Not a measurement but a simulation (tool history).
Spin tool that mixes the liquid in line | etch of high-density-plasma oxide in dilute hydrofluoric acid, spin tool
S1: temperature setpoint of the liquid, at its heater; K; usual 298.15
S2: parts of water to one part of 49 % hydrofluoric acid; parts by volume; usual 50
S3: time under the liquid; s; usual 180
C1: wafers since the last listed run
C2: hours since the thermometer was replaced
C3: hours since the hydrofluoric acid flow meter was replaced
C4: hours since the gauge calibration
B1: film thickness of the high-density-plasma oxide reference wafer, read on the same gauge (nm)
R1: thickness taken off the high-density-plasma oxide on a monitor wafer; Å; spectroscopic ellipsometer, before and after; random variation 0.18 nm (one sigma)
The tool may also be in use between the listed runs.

run 1 hour=0 | S1=298.15 S2=50 S3=180 | C1=0 C2=572.1 C3=1232.6 C4=696.1 | B1=154.1 | R1=254.8
-- hour=32.7 thermometer replaced
run 2 hour=68.8 | S1=298.15 S2=50 S3=180 | C1=411 C2=36.1 C3=1301.4 C4=764.9 | B1=154.48 | R1=254.5
run 3 hour=97 | S1=300.15 S2=50 S3=180 | C1=171 C2=64.3 C3=1329.6 C4=793.1 | B1=154.68 | R1=276.2
run 4 hour=136.4 | S1=300.15 S2=50 S3=180 | C1=238 C2=103.7 C3=1369 C4=832.5 | B1=154.91 | R1=274
run 5 hour=186.2 | S1=298.15 S2=50 S3=265 | C1=302 C2=153.5 C3=1418.8 C4=882.3 | B1=155.23 | R1=373.6
run 6 hour=211.3 | S1=298.15 S2=50 S3=265 | C1=152 C2=178.6 C3=1443.9 C4=907.4 | B1=155.36 | R1=371.3
run 7 hour=265.8 | S1=298.15 S2=50 S3=265 | C1=330 C2=233.1 C3=1498.4 C4=961.9 | B1=155.71 | R1=378.1
run 8 hour=313.5 | S1=298.15 S2=50 S3=180 | C1=289 C2=280.8 C3=1546.1 C4=1009.6 | B1=155.9 | R1=256.9
-- hour=366.7 hydrofluoric acid flow meter replaced
run 9 hour=521.9 | S1=298.15 S2=30 S3=180 | C1=1258 C2=489.2 C3=155.2 C4=1218 | B1=157.16 | R1=444.3
-- hour=539.5 gauge calibrated
run 10 hour=556.5 | S1=298.15 S2=50 S3=95 | C1=209 C2=523.8 C3=189.8 C4=17 | B1=150.66 | R1=131.1
run 11 hour=605.6 | S1=300.15 S2=50 S3=180 | C1=297 C2=572.9 C3=238.9 C4=66.1 | B1=150.99 | R1=268.3
-- hour=663.1 thermometer replaced
run 12 hour=666.4 | S1=302.15 S2=60 S3=225 | C1=362 C2=3.3 C3=299.7 C4=126.9 | B1=151.31 | R1=304.1
run 13 hour=693.8 | S1=294.65 S2=45 S3=145 | C1=166 C2=30.7 C3=327.1 C4=154.3 | B1=151.47 | R1=194.6
run 14 hour=728.3 | S1=298.15 S2=40 S3=135 | C1=209 C2=65.2 C3=361.6 C4=188.8 | B1=151.73 | R1=240.2
run 15 hour=788.8 | S1=298.15 S2=50 S3=180 | C1=366 C2=125.7 C3=422.1 C4=249.3 | B1=152.06 | R1=253.3
run 16 hour=852.6 | S1=298.15 S2=70 S3=120 | C1=386 C2=189.5 C3=485.9 C4=313.1 | B1=152.49 | R1=116.9
run 17 hour=889 | S1=296.65 S2=70 S3=180 | C1=220 C2=225.9 C3=522.3 C4=349.5 | B1=152.64 | R1=164.9
run 18 hour=922 | S1=298.15 S2=50 S3=260 | C1=200 C2=258.9 C3=555.3 C4=382.5 | B1=152.83 | R1=364.8
run 19 hour=971.8 | S1=300.15 S2=75 S3=260 | C1=302 C2=308.7 C3=605.1 C4=432.3 | B1=153.17 | R1=253.3

Hidden state or all else? Some run-to-run changes of R1, split into what the settings, what came in and random variation would give without the hidden state, and what is left for the hidden state (with any gauge scatter that isn't in both results):
The hidden state here: liquid colder than its thermometer reads (K); hydrofluoric acid flow below the setpoint (%); gauge reads high (%).
Run 9 -> 10: S2 30 -> 50, S3 180 -> 95, gauge calibrated. R1 -313.2 Å: hidden state -19.8, all else -293.4.

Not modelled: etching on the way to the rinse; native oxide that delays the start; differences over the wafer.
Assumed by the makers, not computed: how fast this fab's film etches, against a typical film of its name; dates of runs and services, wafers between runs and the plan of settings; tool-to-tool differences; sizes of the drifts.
